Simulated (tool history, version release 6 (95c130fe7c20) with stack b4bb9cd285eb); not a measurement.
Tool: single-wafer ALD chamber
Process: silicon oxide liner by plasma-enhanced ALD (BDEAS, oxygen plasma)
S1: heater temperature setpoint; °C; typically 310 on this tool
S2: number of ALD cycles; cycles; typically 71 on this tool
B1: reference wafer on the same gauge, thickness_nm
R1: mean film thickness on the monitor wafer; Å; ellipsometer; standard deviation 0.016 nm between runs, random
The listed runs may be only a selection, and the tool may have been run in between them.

run    hour   S1  S2     B1     R1
  1     0.0  310  74  5.220  66.53
  2    61.4  304  71  5.216  64.11
  3   161.7  304  71  5.213  63.72
  4   211.2  304  71  5.204  64.00
  5   534.7  310  71  5.195  63.14
  6   739.6  310  71  5.181  63.35
  7   829.4  310  71  5.182  63.09
  8   901.3  315  61  5.177  54.10
  9   996.4  315  61  5.174  53.74
 10  1229.8  319  71  5.164  62.27
 11  1311.7  310  71  5.158  63.26
 12  1376.1  310  71  5.154  62.92
 13  1473.1  310  71  5.147  62.59
 14  1523.8  310  71  5.149  62.93
 15  1574.6  310  71  5.148  62.80
 16  1675.8  310  62  5.147  54.72
 17  1762.2  310  80  5.138  70.89
 18  1868.5  310  71  5.129  62.74
 19  1967.9  310  71  5.127  62.57
 20  2051.6  310  61  5.124  53.55
     2103.8  -- thermocouple changed; heater temperature recalibrated
 21  2141.7  310  71  5.122  62.68
     2155.4  -- gauge calibrated
 22  2224.8  320  62  5.233  54.93
 23  2275.9  297  67  5.223  61.18
 24  2372.3  310  66  5.227  59.06
 25  2429.6  318  82  5.220  72.98
 26  2534.7  310  84  5.217  75.44
 27  2619.9  318  80  5.211  71.26
 28  2694.2  310  71  5.206  63.53
 29  2738.2  299  60  5.206  54.20
 30  2829.0  317  60  5.196  53.12

Hidden state, per run?
wafer temperature above the value expected at the setpoint (K): 0, the same for each run
H1: gauge reads high (%)
run        H1
  1    -0.233
  2    -0.285
  3    -0.372
  4    -0.415
  5    -0.693
  6     -0.87
  7    -0.947
  8     -1.01
  9     -1.09
 10     -1.29
 11     -1.36
 12     -1.42
 13      -1.5
 14     -1.55
 15     -1.59
 16     -1.68
 17     -1.75
 18     -1.84
 19     -1.93
 20        -2
 21     -2.08
 22  -0.00415
 23   -0.0482
 24    -0.131
 25    -0.181
 26    -0.271
 27    -0.345
 28    -0.409
 29    -0.447
 30    -0.525

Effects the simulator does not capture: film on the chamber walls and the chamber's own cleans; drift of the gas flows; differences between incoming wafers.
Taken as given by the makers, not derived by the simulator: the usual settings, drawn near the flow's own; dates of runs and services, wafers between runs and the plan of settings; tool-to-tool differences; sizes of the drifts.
